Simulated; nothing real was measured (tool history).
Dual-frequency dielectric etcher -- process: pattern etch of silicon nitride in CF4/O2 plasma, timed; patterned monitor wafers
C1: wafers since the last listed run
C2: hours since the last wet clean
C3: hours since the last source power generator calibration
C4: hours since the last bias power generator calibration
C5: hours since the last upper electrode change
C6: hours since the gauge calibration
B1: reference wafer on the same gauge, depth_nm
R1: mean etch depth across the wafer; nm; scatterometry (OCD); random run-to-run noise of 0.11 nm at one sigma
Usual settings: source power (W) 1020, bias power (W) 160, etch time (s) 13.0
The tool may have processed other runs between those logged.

Run 1, day 0.000: usual settings; C1 0; C2 243.9; C3 2565.1; C4 1881.5; C5 4030.4; C6 218.5; B1 42.20. Result: R1 44.77 nm.
Run 2, day 1.525: usual settings; C1 444; C2 280.5; C3 2601.7; C4 1918.1; C5 4067.0; C6 255.1; B1 42.19. Result: R1 44.94 nm.
Run 3, day 2.592: usual settings but bias power (W) 179, etch time (s) 10.5; C1 310; C2 306.1; C3 2627.3; C4 1943.7; C5 4092.6; C6 280.7; B1 42.19. Result: R1 37.60 nm.
Run 4, day 4.088: usual settings but bias power (W) 179, etch time (s) 10.5; C1 436; C2 342.0; C3 2663.2; C4 1979.6; C5 4128.5; C6 316.6; B1 42.20. Result: R1 37.43 nm.
At day 6.521: wet clean of the chamber.
Run 5, day 6.542: usual settings but bias power (W) 179, etch time (s) 10.5; C1 423; C2 0.5; C3 2722.1; C4 2038.5; C5 4187.4; C6 375.5; B1 42.20. Result: R1 37.43 nm.
Run 6, day 6.721: usual settings; C1 52; C2 4.8; C3 2726.4; C4 2042.8; C5 4191.7; C6 379.8; B1 42.18. Result: R1 45.04 nm.
At day 7.933: source power generator calibrated.
Run 7, day 8.083: usual settings; C1 348; C2 37.5; C3 3.6; C4 2075.5; C5 4224.4; C6 412.5; B1 42.19. Result: R1 44.92 nm.
At day 8.650: bias power generator calibrated.
Run 8, day 9.504: usual settings but source power (W) 770; C1 365; C2 71.6; C3 37.7; C4 20.5; C5 4258.5; C6 446.6; B1 42.21. Result: R1 39.23 nm.
Run 9, day 10.558: usual settings but bias power (W) 138, etch time (s) 11.5; C1 307; C2 96.9; C3 63.0; C4 45.8; C5 4283.8; C6 471.9; B1 42.22. Result: R1 38.11 nm.
At day 11.971: gauge calibrated.
Run 10, day 12.104: usual settings; C1 450; C2 134.0; C3 100.1; C4 82.9; C5 4320.9; C6 3.2; B1 42.20. Result: R1 44.99 nm.
Run 11, day 13.429: usual settings but source power (W) 870, etch time (s) 15.0; C1 386; C2 165.8; C3 131.9; C4 114.7; C5 4352.7; C6 35.0; B1 42.19. Result: R1 48.21 nm.
At day 15.475: upper electrode replaced.
Run 12, day 15.658: usual settings; C1 358; C2 219.3; C3 185.4; C4 168.2; C5 4.4; C6 88.5; B1 42.18. Result: R1 44.81 nm.
Run 13, day 18.217: usual settings but source power (W) 1150, bias power (W) 187, etch time (s) 16.5; C1 745; C2 280.7; C3 246.8; C4 229.6; C5 65.8; C6 149.9; B1 42.18. Result: R1 63.30 nm.
Run 14, day 19.583: usual settings but source power (W) 800; C1 398; C2 313.5; C3 279.6; C4 262.4; C5 98.6; C6 182.7; B1 42.23. Result: R1 39.88 nm.

Consider 5 possible next runs. They are alternatives, not a sequence: every one starts from the tool as it was left by run 14. What does each give?
Run A, day 19.600: usual settings; C1 4; C2 313.9; C3 280.0; C4 262.8; C5 99.0; C6 183.1; B1 ?. Result: R1 ?.
Run B, day 19.600: usual settings but source power (W) 1160, bias power (W) 195, etch time (s) 11.0; C1 4; C2 313.9; C3 280.0; C4 262.8; C5 99.0; C6 183.1; B1 ?. Result: R1 ?.
Run C, day 19.600: usual settings but bias power (W) 146, etch time (s) 9.5; C1 4; C2 313.9; C3 280.0; C4 262.8; C5 99.0; C6 183.1; B1 ?. Result: R1 ?.
Run D, day 19.600: usual settings but bias power (W) 143, etch time (s) 9.5; C1 4; C2 313.9; C3 280.0; C4 262.8; C5 99.0; C6 183.1; B1 ?. Result: R1 ?.
Run E, day 19.600: usual settings but source power (W) 950, bias power (W) 135, etch time (s) 11.0; C1 4; C2 313.9; C3 280.0; C4 262.8; C5 99.0; C6 183.1; B1 ?. Result: R1 ?.

run     B1     R1
  A  42.20  45.03
  B  42.20  43.16
  C  42.20  32.07
  D  42.20  31.88
  E  42.20  35.08
Had the tool no hidden state, the same runs would have come out as:
run     R1
  A  45.03
  B  43.16
  C  32.07
  D  31.88
  E  35.08
